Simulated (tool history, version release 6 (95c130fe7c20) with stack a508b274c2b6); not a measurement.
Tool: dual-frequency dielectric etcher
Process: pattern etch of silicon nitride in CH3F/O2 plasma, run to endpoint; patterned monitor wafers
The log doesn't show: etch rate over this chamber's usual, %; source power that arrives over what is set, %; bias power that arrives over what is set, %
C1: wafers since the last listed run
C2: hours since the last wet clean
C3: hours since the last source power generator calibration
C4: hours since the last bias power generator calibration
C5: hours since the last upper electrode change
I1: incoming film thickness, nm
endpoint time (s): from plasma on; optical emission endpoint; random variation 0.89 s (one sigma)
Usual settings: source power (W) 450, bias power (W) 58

run 1 hour=0 | source_power_(W)=450 bias_power_(W)=61 | C1=0 C2=504.2 C3=3623.7 C4=3756.9 C5=1518.5 | I1=87.9 | endpoint_time_(s)=107.8
-- hour=32.2 wet clean of the chamber
run 2 hour=35.1 | source_power_(W)=450 bias_power_(W)=61 | C1=71 C2=2.9 C3=3658.8 C4=3792 C5=1553.6 | I1=87 | endpoint_time_(s)=104.7
run 3 hour=98.6 | source_power_(W)=450 bias_power_(W)=52 | C1=410 C2=66.4 C3=3722.3 C4=3855.5 C5=1617.1 | I1=87.8 | endpoint_time_(s)=111.8
run 4 hour=144.6 | source_power_(W)=450 bias_power_(W)=52 | C1=297 C2=112.4 C3=3768.3 C4=3901.5 C5=1663.1 | I1=86.7 | endpoint_time_(s)=111
run 5 hour=328.6 | source_power_(W)=450 bias_power_(W)=58 | C1=1189 C2=296.4 C3=3952.3 C4=4085.5 C5=1847.1 | I1=87.4 | endpoint_time_(s)=106.6
run 6 hour=382.2 | source_power_(W)=450 bias_power_(W)=58 | C1=346 C2=350 C3=4005.9 C4=4139.1 C5=1900.7 | I1=87.4 | endpoint_time_(s)=108.8
run 7 hour=413.1 | source_power_(W)=450 bias_power_(W)=58 | C1=199 C2=380.9 C3=4036.8 C4=4170 C5=1931.6 | I1=86.9 | endpoint_time_(s)=108.6
-- hour=488.7 wet clean of the chamber
-- hour=523.4 source power generator calibrated
run 8 hour=617 | source_power_(W)=450 bias_power_(W)=58 | C1=1136 C2=128.3 C3=93.6 C4=4373.9 C5=2135.5 | I1=87.7 | endpoint_time_(s)=113
run 9 hour=687.7 | source_power_(W)=450 bias_power_(W)=58 | C1=456 C2=199 C3=164.3 C4=4444.6 C5=2206.2 | I1=87.2 | endpoint_time_(s)=113.3
-- hour=748.6 wet clean of the chamber, repeated, since the last time left the tool worse
run 10 hour=749.1 | source_power_(W)=520 bias_power_(W)=58 | C1=241 C2=0.5 C3=225.7 C4=4506 C5=2267.6 | I1=87 | endpoint_time_(s)=101.3
run 11 hour=761.1 | source_power_(W)=450 bias_power_(W)=58 | C1=77 C2=12.5 C3=237.7 C4=4518 C5=2279.6 | I1=87.7 | endpoint_time_(s)=106.4
run 12 hour=806.3 | source_power_(W)=490 bias_power_(W)=66 | C1=292 C2=57.7 C3=282.9 C4=4563.2 C5=2324.8 | I1=86.7 | endpoint_time_(s)=99
-- hour=815.5 bias power generator calibrated
-- hour=850.7 upper electrode replaced
run 13 hour=863.8 | source_power_(W)=450 bias_power_(W)=47 | C1=190 C2=115.2 C3=340.4 C4=48.3 C5=13.1 | I1=86.5 | endpoint_time_(s)=115.6
run 14 hour=1046.1 | source_power_(W)=450 bias_power_(W)=58 | C1=1178 C2=297.5 C3=522.7 C4=230.6 C5=195.4 | I1=87.7 | endpoint_time_(s)=109.4
run 15 hour=1106.1 | source_power_(W)=450 bias_power_(W)=71 | C1=387 C2=357.5 C3=582.7 C4=290.6 C5=255.4 | I1=88.7 | endpoint_time_(s)=104.4
run 16 hour=1137.2 | source_power_(W)=390 bias_power_(W)=58 | C1=201 C2=388.6 C3=613.8 C4=321.7 C5=286.5 | I1=86.7 | endpoint_time_(s)=113.6
run 17 hour=1179.3 | source_power_(W)=450 bias_power_(W)=63 | C1=272 C2=430.7 C3=655.9 C4=363.8 C5=328.6 | I1=86 | endpoint_time_(s)=105.4
run 18 hour=1228.8 | source_power_(W)=560 bias_power_(W)=69 | C1=319 C2=480.2 C3=705.4 C4=413.3 C5=378.1 | I1=87.4 | endpoint_time_(s)=95.6

3 ways to go on from here, each from the tool as it stands after run 18. What would each give?
run A hour=1229.3 | source_power_(W)=450 bias_power_(W)=58 | C1=3 C2=480.7 C3=705.9 C4=413.8 C5=378.6 | I1=88.4 | endpoint_time_(s)=?
run B hour=1229.3 | source_power_(W)=360 bias_power_(W)=72 | C1=3 C2=480.7 C3=705.9 C4=413.8 C5=378.6 | I1=88.4 | endpoint_time_(s)=?
run C hour=1229.3 | source_power_(W)=400 bias_power_(W)=70 | C1=3 C2=480.7 C3=705.9 C4=413.8 C5=378.6 | I1=88.4 | endpoint_time_(s)=?

run=A endpoint_time_(s)=113.2
run=B endpoint_time_(s)=111.1
run=C endpoint_time_(s)=109
Without the tool's hidden state the same runs would have given:
run=A endpoint_time_(s)=109
run=B endpoint_time_(s)=107
run=C endpoint_time_(s)=104.9
